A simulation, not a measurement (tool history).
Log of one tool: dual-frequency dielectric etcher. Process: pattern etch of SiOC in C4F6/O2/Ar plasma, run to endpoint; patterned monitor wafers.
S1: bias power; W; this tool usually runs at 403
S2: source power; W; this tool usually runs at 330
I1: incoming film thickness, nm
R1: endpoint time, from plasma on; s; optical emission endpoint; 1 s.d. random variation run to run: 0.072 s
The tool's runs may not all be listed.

{"run": 1, "hour": 0.0, "S1": 464, "S2": 330, "I1": 42.44, "R1": 13.7}
{"run": 2, "hour": 77.0, "S1": 464, "S2": 330, "I1": 42.58, "R1": 13.8}
{"hour": 104.6, "done": "wet clean of the chamber"}
{"run": 3, "hour": 145.6, "S1": 403, "S2": 330, "I1": 42.37, "R1": 14.5}
{"run": 4, "hour": 226.5, "S1": 325, "S2": 330, "I1": 42.47, "R1": 15.7}
{"run": 5, "hour": 311.3, "S1": 325, "S2": 330, "I1": 42.64, "R1": 15.8}
{"run": 6, "hour": 549.3, "S1": 403, "S2": 330, "I1": 42.92, "R1": 14.7}
{"run": 7, "hour": 592.2, "S1": 403, "S2": 330, "I1": 42.44, "R1": 14.5}
{"hour": 685.0, "done": "wet clean of the chamber"}
{"run": 8, "hour": 688.5, "S1": 403, "S2": 330, "I1": 42.14, "R1": 14.4}
{"run": 9, "hour": 760.7, "S1": 403, "S2": 290, "I1": 42.61, "R1": 15.6}
{"run": 10, "hour": 849.4, "S1": 403, "S2": 290, "I1": 42.87, "R1": 15.5}
{"run": 11, "hour": 917.1, "S1": 403, "S2": 290, "I1": 42.75, "R1": 15.5}
{"hour": 998.7, "done": "source power generator calibrated"}
{"run": 12, "hour": 999.2, "S1": 440, "S2": 330, "I1": 42.41, "R1": 14.1}
{"run": 13, "hour": 1102.5, "S1": 440, "S2": 330, "I1": 42.64, "R1": 14.1}
{"hour": 1177.6, "done": "upper electrode replaced"}
{"run": 14, "hour": 1205.8, "S1": 440, "S2": 330, "I1": 42.66, "R1": 14.1}
{"run": 15, "hour": 1290.1, "S1": 362, "S2": 270, "I1": 42.48, "R1": 16.5}
{"hour": 1325.0, "done": "wet clean of the chamber"}
{"run": 16, "hour": 1366.1, "S1": 362, "S2": 270, "I1": 42.9, "R1": 16.7}
{"run": 17, "hour": 1432.8, "S1": 471, "S2": 370, "I1": 41.84, "R1": 12.8}
{"run": 18, "hour": 1521.2, "S1": 486, "S2": 330, "I1": 42.92, "R1": 13.8}
{"run": 19, "hour": 1608.6, "S1": 365, "S2": 280, "I1": 42.46, "R1": 16.1}
{"hour": 1652.1, "done": "bias power generator calibrated"}
{"run": 20, "hour": 1675.5, "S1": 334, "S2": 370, "I1": 42.45, "R1": 14.7}
{"run": 21, "hour": 1782.4, "S1": 351, "S2": 330, "I1": 42.66, "R1": 15.4}
{"run": 22, "hour": 1832.5, "S1": 403, "S2": 330, "I1": 42.68, "R1": 14.6}
{"run": 23, "hour": 1892.7, "S1": 445, "S2": 330, "I1": 42.85, "R1": 14.2}
{"hour": 2022.8, "done": "wet clean of the chamber"}
{"run": 24, "hour": 2081.3, "S1": 368, "S2": 290, "I1": 42.2, "R1": 15.9}
{"run": 25, "hour": 2132.7, "S1": 484, "S2": 350, "I1": 42.33, "R1": 13.2}
{"run": 26, "hour": 2184.2, "S1": 307, "S2": 410, "I1": 42.38, "R1": 14.6}
{"run": 27, "hour": 2267.2, "S1": 488, "S2": 270, "I1": 42.69, "R1": 14.9}
{"run": 28, "hour": 2311.3, "S1": 503, "S2": 270, "I1": 42.66, "R1": 14.7}
{"run": 29, "hour": 2392.4, "S1": 440, "S2": 330, "I1": 42.95, "R1": 14.3}
{"run": 30, "hour": 2451.9, "S1": 403, "S2": 330, "I1": 42.25, "R1": 14.5}
{"run": 31, "hour": 2492.3, "S1": 403, "S2": 330, "I1": 42.58, "R1": 14.6}
{"run": 32, "hour": 2533.2, "S1": 430, "S2": 300, "I1": 42.55, "R1": 14.7}
{"hour": 2576.7, "done": "wet clean of the chamber"}
{"run": 33, "hour": 2591.5, "S1": 325, "S2": 400, "I1": 42.55, "R1": 14.7}
{"run": 34, "hour": 2636.4, "S1": 403, "S2": 260, "I1": 42.69, "R1": 16.3}
{"run": 35, "hour": 2755.3, "S1": 370, "S2": 300, "I1": 42.11, "R1": 15.6}
{"run": 36, "hour": 2850.7, "S1": 471, "S2": 380, "I1": 42.24, "R1": 12.9}

What the log doesn't show, run by run:
etch rate over this chamber's usual, %: 0, the same for each run
bias power that arrives over what is set, %: 0, the same for each run
source power that arrives over what is set, %: 0, the same for each run
